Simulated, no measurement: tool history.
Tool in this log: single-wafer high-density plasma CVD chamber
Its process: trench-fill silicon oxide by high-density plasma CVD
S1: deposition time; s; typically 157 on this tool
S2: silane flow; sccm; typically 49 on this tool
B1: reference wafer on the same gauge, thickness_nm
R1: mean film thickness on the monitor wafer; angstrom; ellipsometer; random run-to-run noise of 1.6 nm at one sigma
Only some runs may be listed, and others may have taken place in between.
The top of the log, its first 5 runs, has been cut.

{"run": 6, "hour": 256.2, "S1": 164, "S2": 49, "B1": 880.126, "R1": 8074.45}
{"run": 7, "hour": 298.1, "S1": 164, "S2": 49, "B1": 880.385, "R1": 8068.62}
{"run": 8, "hour": 341.3, "S1": 157, "S2": 49, "B1": 879.698, "R1": 7757.63}
{"run": 9, "hour": 374.2, "S1": 157, "S2": 49, "B1": 880.235, "R1": 7700.41}
{"run": 10, "hour": 408.7, "S1": 157, "S2": 49, "B1": 880.013, "R1": 7701.04}
{"run": 11, "hour": 458.5, "S1": 157, "S2": 49, "B1": 879.82, "R1": 7708.34}
{"run": 12, "hour": 509.1, "S1": 157, "S2": 49, "B1": 878.755, "R1": 7748.34}
{"run": 13, "hour": 546.0, "S1": 157, "S2": 49, "B1": 879.919, "R1": 7728.98}
{"run": 14, "hour": 576.5, "S1": 157, "S2": 49, "B1": 880.582, "R1": 7735.1}
{"run": 15, "hour": 612.9, "S1": 157, "S2": 49, "B1": 880.624, "R1": 7721.28}
{"run": 16, "hour": 643.8, "S1": 157, "S2": 49, "B1": 879.311, "R1": 7742.57}
{"hour": 779.8, "done": "silane flow controller replaced"}
{"run": 17, "hour": 847.2, "S1": 157, "S2": 49, "B1": 880.322, "R1": 7616.25}
{"run": 18, "hour": 890.0, "S1": 157, "S2": 49, "B1": 879.694, "R1": 7626.11}
{"run": 19, "hour": 946.1, "S1": 157, "S2": 49, "B1": 879.338, "R1": 7619.6}
{"run": 20, "hour": 988.4, "S1": 157, "S2": 49, "B1": 880.154, "R1": 7589.71}
{"run": 21, "hour": 1024.2, "S1": 157, "S2": 49, "B1": 879.935, "R1": 7606.79}
{"run": 22, "hour": 1075.7, "S1": 157, "S2": 49, "B1": 880.066, "R1": 7647.75}
{"run": 23, "hour": 1109.9, "S1": 157, "S2": 49, "B1": 879.599, "R1": 7641.86}
{"run": 24, "hour": 1145.8, "S1": 170, "S2": 41, "B1": 880.372, "R1": 6912.74}
{"run": 25, "hour": 1171.5, "S1": 149, "S2": 54, "B1": 881.022, "R1": 7983.14}
{"run": 26, "hour": 1243.1, "S1": 176, "S2": 54, "B1": 880.25, "R1": 9412.52}

Forecast run 27:
{"run": 27, "hour": 1286.8, "S1": 166, "S2": 43, "B1": "?", "R1": "?"}

For run 27 the tool returned B1 879.018, R1 7065.77 angstrom.
The same run, on a tool lacking any hidden state, would have yielded R1 7067.43 angstrom.
